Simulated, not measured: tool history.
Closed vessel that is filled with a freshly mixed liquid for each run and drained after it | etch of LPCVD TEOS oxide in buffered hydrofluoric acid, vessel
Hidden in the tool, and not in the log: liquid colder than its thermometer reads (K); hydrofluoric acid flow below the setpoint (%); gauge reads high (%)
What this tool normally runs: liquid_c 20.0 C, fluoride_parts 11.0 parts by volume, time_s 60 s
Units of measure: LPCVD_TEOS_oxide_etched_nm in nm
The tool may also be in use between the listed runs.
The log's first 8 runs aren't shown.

run	hour	liquid_c	fluoride_parts	time_s	wafers since the last listed run	hours since the thermometer was replaced	hours since the hydrofluoric acid flow meter was replaced	hours since the gauge calibration	read-back film thickness of the LPCVD TEOS oxide reference wafer, read on the same gauge (nm)	LPCVD_TEOS_oxide_etched_nm
9	257.2	20.0	11.0	60	2140	1065.4	1153.1	777.0	140.03	142.40
10	271.1	20.0	11.0	75	875	1079.3	1167.0	790.9	139.99	177.26
11	285.9	20.0	11.0	75	931	1094.1	1181.8	805.7	140.00	177.67
12	314.6	20.0	11.0	75	1807	1122.8	1210.5	834.4	140.00	176.91
13	344.4	20.0	11.0	60	1876	1152.6	1240.3	864.2	140.02	140.92
# hour 370.5: gauge calibrated
14	372.8	20.0	11.0	60	1788	1181.0	1268.7	2.3	140.02	139.61
15	406.9	20.0	11.0	60	2147	1215.1	1302.8	36.4	140.00	141.23
# hour 427.1: hydrofluoric acid flow meter replaced
16	440.6	24.5	11.0	80	2059	1248.8	13.5	70.1	140.00	260.50

Predict the results of run 17:
# hour 454.4: thermometer replaced
17	466.8	18.5	15.5	60	1586	12.4	39.7	96.3	?	?

read-back film thickness of the LPCVD TEOS oxide reference wafer, read on the same gauge (nm): 139.98
LPCVD_TEOS_oxide_etched_nm: 99.66 nm
On a tool with no hidden condition, and with the same random variation, this run would have come out at LPCVD_TEOS_oxide_etched_nm 100.76 nm.
